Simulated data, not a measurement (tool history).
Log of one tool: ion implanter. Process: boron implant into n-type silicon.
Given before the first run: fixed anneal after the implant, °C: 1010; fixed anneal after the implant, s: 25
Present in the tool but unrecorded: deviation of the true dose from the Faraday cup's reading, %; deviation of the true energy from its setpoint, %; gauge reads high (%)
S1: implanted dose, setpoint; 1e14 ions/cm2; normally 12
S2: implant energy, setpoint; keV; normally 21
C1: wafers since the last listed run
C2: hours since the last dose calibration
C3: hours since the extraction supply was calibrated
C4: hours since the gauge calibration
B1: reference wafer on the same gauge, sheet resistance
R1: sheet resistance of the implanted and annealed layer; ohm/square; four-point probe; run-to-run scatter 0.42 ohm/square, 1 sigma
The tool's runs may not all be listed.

{"run": 1, "day": 0.0, "S1": 12, "S2": 21, "C1": 0, "C2": 517, "C3": 2603.9, "C4": 146.1, "B1": 86.28, "R1": 100.98}
{"run": 2, "day": 0.583, "S1": 12, "S2": 21, "C1": 256, "C2": 531, "C3": 2617.9, "C4": 160.1, "B1": 86.25, "R1": 101.04}
{"run": 3, "day": 1.504, "S1": 13.74, "S2": 21, "C1": 405, "C2": 553.1, "C3": 2640, "C4": 182.2, "B1": 86.23, "R1": 90.89}
{"run": 4, "day": 2.688, "S1": 13.74, "S2": 21, "C1": 521, "C2": 581.5, "C3": 2668.4, "C4": 210.6, "B1": 86.18, "R1": 91.28}
{"run": 5, "day": 3.271, "S1": 13.74, "S2": 21, "C1": 256, "C2": 595.5, "C3": 2682.4, "C4": 224.6, "B1": 86.15, "R1": 91.7}
{"run": 6, "day": 4.396, "S1": 12, "S2": 21, "C1": 495, "C2": 622.5, "C3": 2709.4, "C4": 251.6, "B1": 86.25, "R1": 100.97}
{"run": 7, "day": 5.158, "S1": 12, "S2": 21, "C1": 335, "C2": 640.8, "C3": 2727.7, "C4": 269.9, "B1": 86.19, "R1": 101.36}
{"run": 8, "day": 5.762, "S1": 12, "S2": 21, "C1": 266, "C2": 655.3, "C3": 2742.2, "C4": 284.4, "B1": 86.11, "R1": 102.36}
{"run": 9, "day": 7.046, "S1": 12, "S2": 21, "C1": 565, "C2": 686.1, "C3": 2773, "C4": 315.2, "B1": 86.15, "R1": 101.73}
{"run": 10, "day": 7.808, "S1": 12, "S2": 21, "C1": 335, "C2": 704.4, "C3": 2791.3, "C4": 333.5, "B1": 86.18, "R1": 102.27}
{"run": 11, "day": 8.312, "S1": 12, "S2": 21, "C1": 221, "C2": 716.5, "C3": 2803.4, "C4": 345.6, "B1": 86.15, "R1": 102.08}
{"run": 12, "day": 9.712, "S1": 12, "S2": 21, "C1": 616, "C2": 750.1, "C3": 2837, "C4": 379.2, "B1": 86.12, "R1": 103}
{"run": 13, "day": 10.333, "S1": 12, "S2": 21, "C1": 273, "C2": 765, "C3": 2851.9, "C4": 394.1, "B1": 86.21, "R1": 101.72}
{"run": 14, "day": 11.162, "S1": 12, "S2": 17.5, "C1": 365, "C2": 784.9, "C3": 2871.8, "C4": 414, "B1": 86.06, "R1": 104.16}
{"run": 15, "day": 12.092, "S1": 10.71, "S2": 26, "C1": 409, "C2": 807.2, "C3": 2894.1, "C4": 436.3, "B1": 86.14, "R1": 110.82}
{"run": 16, "day": 13.888, "S1": 8.86, "S2": 15.5, "C1": 790, "C2": 850.3, "C3": 2937.2, "C4": 479.4, "B1": 86.28, "R1": 137.4}
{"day": 14.317, "done": "gauge calibrated"}
{"day": 14.867, "done": "Faraday cup replaced and dose calibrated"}
{"run": 17, "day": 15.225, "S1": 12, "S2": 21, "C1": 442, "C2": 8.6, "C3": 2969.3, "C4": 21.8, "B1": 86.14, "R1": 99.48}
{"run": 18, "day": 16.508, "S1": 12, "S2": 21, "C1": 565, "C2": 39.4, "C3": 3000.1, "C4": 52.6, "B1": 86.23, "R1": 99.61}
{"run": 19, "day": 17.304, "S1": 12, "S2": 21, "C1": 350, "C2": 58.5, "C3": 3019.2, "C4": 71.7, "B1": 86.2, "R1": 99.28}
{"day": 20.104, "done": "extraction supply calibrated"}
{"run": 20, "day": 21.429, "S1": 14.45, "S2": 28, "C1": 1669, "C2": 157.5, "C3": 31.8, "C4": 170.7, "B1": 86.13, "R1": 83.29}
{"run": 21, "day": 22.808, "S1": 12, "S2": 21, "C1": 607, "C2": 190.6, "C3": 64.9, "C4": 203.8, "B1": 86.18, "R1": 99.33}
{"run": 22, "day": 24.258, "S1": 14.63, "S2": 21, "C1": 638, "C2": 225.4, "C3": 99.7, "C4": 238.6, "B1": 86.18, "R1": 85.58}
{"run": 23, "day": 26.692, "S1": 8.93, "S2": 23, "C1": 1071, "C2": 283.8, "C3": 158.1, "C4": 297, "B1": 86.23, "R1": 126.29}
{"run": 24, "day": 27.825, "S1": 10.01, "S2": 16.5, "C1": 498, "C2": 311, "C3": 185.3, "C4": 324.2, "B1": 86.23, "R1": 118.63}
{"run": 25, "day": 28.642, "S1": 12, "S2": 18, "C1": 359, "C2": 330.6, "C3": 204.9, "C4": 343.8, "B1": 86.28, "R1": 102.07}
{"run": 26, "day": 30.633, "S1": 12.95, "S2": 21, "C1": 876, "C2": 378.4, "C3": 252.7, "C4": 391.6, "B1": 86.15, "R1": 94.65}

What does the tool deliver on the next run?
{"run": 27, "day": 32.088, "S1": 12, "S2": 21, "C1": 640, "C2": 413.3, "C3": 287.6, "C4": 426.5, "B1": "?", "R1": "?"}

For run 27 the tool returned B1 86.3, R1 100.84 ohm/square.
Minus the tool's unlogged condition, the same run would have read R1 99.37 ohm/square.
